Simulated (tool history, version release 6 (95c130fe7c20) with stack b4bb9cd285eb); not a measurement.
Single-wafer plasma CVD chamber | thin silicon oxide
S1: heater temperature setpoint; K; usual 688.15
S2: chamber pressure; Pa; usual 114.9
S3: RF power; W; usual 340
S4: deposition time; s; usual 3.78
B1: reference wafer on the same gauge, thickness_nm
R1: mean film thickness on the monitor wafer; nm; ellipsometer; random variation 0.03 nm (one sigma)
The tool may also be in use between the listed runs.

{"run": 1, "hour": 0.0, "S1": 688.15, "S2": 114.9, "S3": 355, "S4": 3.78, "B1": 8.539, "R1": 8.479}
{"run": 2, "hour": 64.7, "S1": 688.15, "S2": 114.9, "S3": 355, "S4": 3.78, "B1": 8.533, "R1": 8.517}
{"run": 3, "hour": 94.6, "S1": 688.15, "S2": 114.9, "S3": 340, "S4": 3.78, "B1": 8.55, "R1": 8.424}
{"run": 4, "hour": 120.2, "S1": 688.15, "S2": 95.6, "S3": 340, "S4": 3.61, "B1": 8.554, "R1": 6.824}
{"run": 5, "hour": 186.0, "S1": 688.15, "S2": 114.9, "S3": 340, "S4": 3.78, "B1": 8.542, "R1": 8.448}
{"run": 6, "hour": 220.0, "S1": 688.15, "S2": 114.9, "S3": 340, "S4": 3.78, "B1": 8.545, "R1": 8.435}
{"run": 7, "hour": 246.6, "S1": 688.15, "S2": 114.9, "S3": 340, "S4": 3.78, "B1": 8.549, "R1": 8.406}
{"run": 8, "hour": 386.8, "S1": 688.15, "S2": 114.9, "S3": 340, "S4": 3.78, "B1": 8.543, "R1": 8.47}
{"run": 9, "hour": 423.4, "S1": 693.15, "S2": 114.9, "S3": 340, "S4": 4.44, "B1": 8.548, "R1": 9.898}
{"run": 10, "hour": 479.9, "S1": 688.15, "S2": 114.9, "S3": 295, "S4": 3.78, "B1": 8.542, "R1": 8.067}
{"hour": 489.5, "done": "gauge calibrated"}
{"run": 11, "hour": 533.7, "S1": 688.15, "S2": 114.9, "S3": 340, "S4": 3.78, "B1": 8.546, "R1": 8.511}
{"hour": 542.7, "done": "showerhead replaced"}
{"hour": 546.0, "done": "thermocouple changed; heater temperature recalibrated"}
{"hour": 546.2, "done": "capacitance manometer re-zeroed and calibrated"}
{"hour": 565.7, "done": "RF generator calibrated"}
{"run": 12, "hour": 598.5, "S1": 688.15, "S2": 138.9, "S3": 340, "S4": 4.53, "B1": 8.536, "R1": 12.024}
{"run": 13, "hour": 668.6, "S1": 702.15, "S2": 98.3, "S3": 340, "S4": 4.34, "B1": 8.54, "R1": 8.747}
{"hour": 726.5, "done": "capacitance manometer re-zeroed and calibrated, repeated, since the last time left the tool worse"}
{"run": 14, "hour": 882.2, "S1": 688.15, "S2": 114.9, "S3": 340, "S4": 3.78, "B1": 8.538, "R1": 8.053}
{"run": 15, "hour": 949.5, "S1": 696.15, "S2": 114.9, "S3": 275, "S4": 3.44, "B1": 8.542, "R1": 6.863}
{"run": 16, "hour": 1004.3, "S1": 688.15, "S2": 114.9, "S3": 390, "S4": 3.2, "B1": 8.549, "R1": 7.151}
{"run": 17, "hour": 1062.0, "S1": 697.15, "S2": 138.0, "S3": 405, "S4": 3.22, "B1": 8.54, "R1": 8.325}

Forecast each of these 4 alternatives for the next run:
{"run": "A", "hour": 1062.4, "S1": 688.15, "S2": 114.9, "S3": 340, "S4": 3.78, "B1": "?", "R1": "?"}
{"run": "B", "hour": 1062.4, "S1": 698.15, "S2": 134.8, "S3": 310, "S4": 3.78, "B1": "?", "R1": "?"}
{"run": "C", "hour": 1062.4, "S1": 699.15, "S2": 142.5, "S3": 315, "S4": 3.78, "B1": "?", "R1": "?"}
{"run": "D", "hour": 1062.4, "S1": 688.15, "S2": 114.9, "S3": 310, "S4": 3.54, "B1": "?", "R1": "?"}

run=A B1=8.545 R1=8.082
run=B B1=8.545 R1=8.897
run=C B1=8.545 R1=9.273
run=D B1=8.545 R1=7.370
Without the tool's hidden state the same runs would have given:
run=A R1=8.092
run=B R1=8.906
run=C R1=9.282
run=D R1=7.379

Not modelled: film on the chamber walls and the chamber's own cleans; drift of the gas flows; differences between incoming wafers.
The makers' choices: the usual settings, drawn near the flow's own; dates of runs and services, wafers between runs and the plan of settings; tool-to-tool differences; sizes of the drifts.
